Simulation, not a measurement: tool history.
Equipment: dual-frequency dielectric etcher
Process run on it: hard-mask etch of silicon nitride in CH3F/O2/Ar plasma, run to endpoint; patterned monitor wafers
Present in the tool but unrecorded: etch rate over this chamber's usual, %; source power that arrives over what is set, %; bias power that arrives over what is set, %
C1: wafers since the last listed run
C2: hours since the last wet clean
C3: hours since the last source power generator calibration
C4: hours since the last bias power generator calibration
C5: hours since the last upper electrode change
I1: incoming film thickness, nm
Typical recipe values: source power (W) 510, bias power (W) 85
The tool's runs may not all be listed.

{"run": 1, "hour": 0.0, "source power (W)": 510, "bias power (W)": 85, "C1": 0, "C2": 60.9, "C3": 3921.9, "C4": 2602.6, "C5": 4759.4, "I1": 38.88, "endpoint time (s)": 52.4}
{"run": 2, "hour": 32.8, "source power (W)": 510, "bias power (W)": 85, "C1": 442, "C2": 93.7, "C3": 3954.7, "C4": 2635.4, "C5": 4792.2, "I1": 39.01, "endpoint time (s)": 53.9}
{"run": 3, "hour": 52.1, "source power (W)": 510, "bias power (W)": 85, "C1": 260, "C2": 113.0, "C3": 3974.0, "C4": 2654.7, "C5": 4811.5, "I1": 39.28, "endpoint time (s)": 53.6}
{"run": 4, "hour": 78.5, "source power (W)": 510, "bias power (W)": 75, "C1": 356, "C2": 139.4, "C3": 4000.4, "C4": 2681.1, "C5": 4837.9, "I1": 39.24, "endpoint time (s)": 56.6}
{"run": 5, "hour": 109.5, "source power (W)": 510, "bias power (W)": 75, "C1": 418, "C2": 170.4, "C3": 4031.4, "C4": 2712.1, "C5": 4868.9, "I1": 39.18, "endpoint time (s)": 56.1}
{"run": 6, "hour": 131.9, "source power (W)": 510, "bias power (W)": 75, "C1": 302, "C2": 192.8, "C3": 4053.8, "C4": 2734.5, "C5": 4891.3, "I1": 38.98, "endpoint time (s)": 56.1}
{"hour": 158.1, "done": "upper electrode replaced"}
{"hour": 161.6, "done": "source power generator calibrated"}
{"run": 7, "hour": 162.1, "source power (W)": 510, "bias power (W)": 85, "C1": 36, "C2": 223.0, "C3": 0.5, "C4": 2764.7, "C5": 4.0, "I1": 38.77, "endpoint time (s)": 54.1}
{"run": 8, "hour": 194.1, "source power (W)": 450, "bias power (W)": 104, "C1": 431, "C2": 255.0, "C3": 32.5, "C4": 2796.7, "C5": 36.0, "I1": 39.29, "endpoint time (s)": 51.7}
{"run": 9, "hour": 223.8, "source power (W)": 470, "bias power (W)": 74, "C1": 400, "C2": 284.7, "C3": 62.2, "C4": 2826.4, "C5": 65.7, "I1": 39.21, "endpoint time (s)": 59.5}
{"run": 10, "hour": 244.5, "source power (W)": 610, "bias power (W)": 75, "C1": 279, "C2": 305.4, "C3": 82.9, "C4": 2847.1, "C5": 86.4, "I1": 39.07, "endpoint time (s)": 55.1}
{"hour": 281.2, "done": "wet clean of the chamber"}
{"run": 11, "hour": 281.7, "source power (W)": 510, "bias power (W)": 70, "C1": 178, "C2": 0.5, "C3": 120.1, "C4": 2884.3, "C5": 123.6, "I1": 38.97, "endpoint time (s)": 57.2}
{"hour": 291.1, "done": "bias power generator calibrated"}
{"run": 12, "hour": 294.4, "source power (W)": 550, "bias power (W)": 76, "C1": 117, "C2": 13.2, "C3": 132.8, "C4": 3.3, "C5": 136.3, "I1": 38.77, "endpoint time (s)": 53.2}
{"run": 13, "hour": 328.0, "source power (W)": 510, "bias power (W)": 85, "C1": 453, "C2": 46.8, "C3": 166.4, "C4": 36.9, "C5": 169.9, "I1": 39.1, "endpoint time (s)": 52.9}
{"run": 14, "hour": 349.4, "source power (W)": 470, "bias power (W)": 97, "C1": 288, "C2": 68.2, "C3": 187.8, "C4": 58.3, "C5": 191.3, "I1": 39.0, "endpoint time (s)": 50.9}
{"run": 15, "hour": 370.0, "source power (W)": 510, "bias power (W)": 85, "C1": 278, "C2": 88.8, "C3": 208.4, "C4": 78.9, "C5": 211.9, "I1": 39.37, "endpoint time (s)": 53.1}

Subtracting, for every run, the result it would have given without the tool's unlogged condition from the measured result gives the following. The same run-to-run variation enters both numbers; the gauge's scatter may not:
run=1 endpoint_time_(s)=+0.5
run=2 endpoint_time_(s)=+0.9
run=3 endpoint_time_(s)=+1.0
run=4 endpoint_time_(s)=+1.2
run=5 endpoint_time_(s)=+1.5
run=6 endpoint_time_(s)=+1.7
run=7 endpoint_time_(s)=+1.8
run=8 endpoint_time_(s)=+2.0
run=9 endpoint_time_(s)=+2.6
run=10 endpoint_time_(s)=+2.6
run=11 endpoint_time_(s)=+0.1
run=12 endpoint_time_(s)=+0.2
run=13 endpoint_time_(s)=+0.4
run=14 endpoint_time_(s)=+0.6
run=15 endpoint_time_(s)=+0.7
